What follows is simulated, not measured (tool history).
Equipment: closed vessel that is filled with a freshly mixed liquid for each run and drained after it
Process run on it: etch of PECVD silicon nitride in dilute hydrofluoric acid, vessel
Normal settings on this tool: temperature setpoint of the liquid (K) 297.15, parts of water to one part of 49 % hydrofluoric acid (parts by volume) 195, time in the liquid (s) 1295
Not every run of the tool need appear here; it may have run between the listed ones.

| run | hour | temperature setpoint of the liquid (K) | parts of water to one part of 49 % hydrofluoric acid (parts by volume) | time in the liquid (s) | wafers since the last listed run | hours since the thermometer was replaced | hours since the hydrofluoric acid flow meter was replaced | hours since the gauge calibration | read-back film thickness of the PECVD silicon nitride reference wafer, read on the same gauge (nm) | thickness taken off the PECVD silicon nitride on a monitor wafer (Å) |
|---|---|---|---|---|---|---|---|---|---|---|
| 1 | 0.0 | 297.15 | 165 | 1295 | 0 | 625.6 | 967.8 | 263.2 | 140.00 | 239.9 |
| 2 | 16.5 | 297.15 | 255 | 1295 | 594 | 642.1 | 984.3 | 279.7 | 140.03 | 154.8 |
| 3 | 41.5 | 297.15 | 195 | 1295 | 900 | 667.1 | 1009.3 | 304.7 | 140.02 | 202.7 |
| 4 | 55.8 | 297.15 | 195 | 1295 | 515 | 681.4 | 1023.6 | 319.0 | 139.99 | 203.2 |
| 5 | 84.1 | 297.15 | 195 | 1295 | 1019 | 709.7 | 1051.9 | 347.3 | 140.00 | 205.9 |
| 6 | 129.6 | 297.15 | 195 | 1295 | 1638 | 755.2 | 1097.4 | 392.8 | 139.98 | 208.7 |
| 7 | 145.7 | 297.15 | 195 | 1295 | 579 | 771.3 | 1113.5 | 408.9 | 139.97 | 208.4 |
| 8 | 172.3 | 297.15 | 195 | 1295 | 958 | 797.9 | 1140.1 | 435.5 | 140.01 | 210.6 |
| 9 | 193.4 | 297.15 | 195 | 1295 | 760 | 819.0 | 1161.2 | 456.6 | 139.99 | 211.1 |
| 10 | 214.4 | 297.15 | 195 | 1295 | 756 | 840.0 | 1182.2 | 477.6 | 139.98 | 208.9 |
|  | 223.9 | thermometer replaced |
| 11 | 244.4 | 297.15 | 195 | 1295 | 1044 | 20.5 | 1212.2 | 507.6 | 139.96 | 188.4 |
| 12 | 272.3 | 300.15 | 285 | 630 | 1005 | 48.4 | 1240.1 | 535.5 | 139.96 | 76.6 |
| 13 | 298.0 | 300.15 | 195 | 1295 | 925 | 74.1 | 1265.8 | 561.2 | 140.02 | 231.3 |
|  | 321.8 | gauge calibrated |
| 14 | 332.9 | 301.15 | 230 | 1295 | 1257 | 109.0 | 1300.7 | 11.1 | 140.01 | 207.8 |
| 15 | 348.0 | 293.65 | 195 | 755 | 543 | 124.1 | 1315.8 | 26.2 | 140.00 | 89.5 |
| 16 | 376.2 | 293.65 | 275 | 1295 | 1015 | 152.3 | 1344.0 | 54.4 | 140.03 | 109.4 |
|  | 379.5 | hydrofluoric acid flow meter replaced |
| 17 | 405.9 | 297.15 | 160 | 1295 | 1033 | 182.0 | 26.4 | 84.1 | 139.99 | 212.3 |
| 18 | 434.8 | 297.15 | 195 | 1295 | 1041 | 210.9 | 55.3 | 113.0 | 139.99 | 174.9 |
| 19 | 449.0 | 299.15 | 195 | 1055 | 511 | 225.1 | 69.5 | 127.2 | 139.98 | 161.0 |

Estimate the outcome of run 20 from the log above:
| 20 | 474.3 | 297.15 | 140 | 1935 | 911 | 250.4 | 94.8 | 152.5 | ? | ? |

Run 20 produced read-back film thickness of the PECVD silicon nitride reference wafer, read on the same gauge (nm) 140.05, thickness taken off the PECVD silicon nitride on a monitor wafer (Å) 365.2.
With the hidden condition absent and the run-to-run variation left alone, this run would have shown thickness taken off the PECVD silicon nitride on a monitor wafer (Å) 350.6.

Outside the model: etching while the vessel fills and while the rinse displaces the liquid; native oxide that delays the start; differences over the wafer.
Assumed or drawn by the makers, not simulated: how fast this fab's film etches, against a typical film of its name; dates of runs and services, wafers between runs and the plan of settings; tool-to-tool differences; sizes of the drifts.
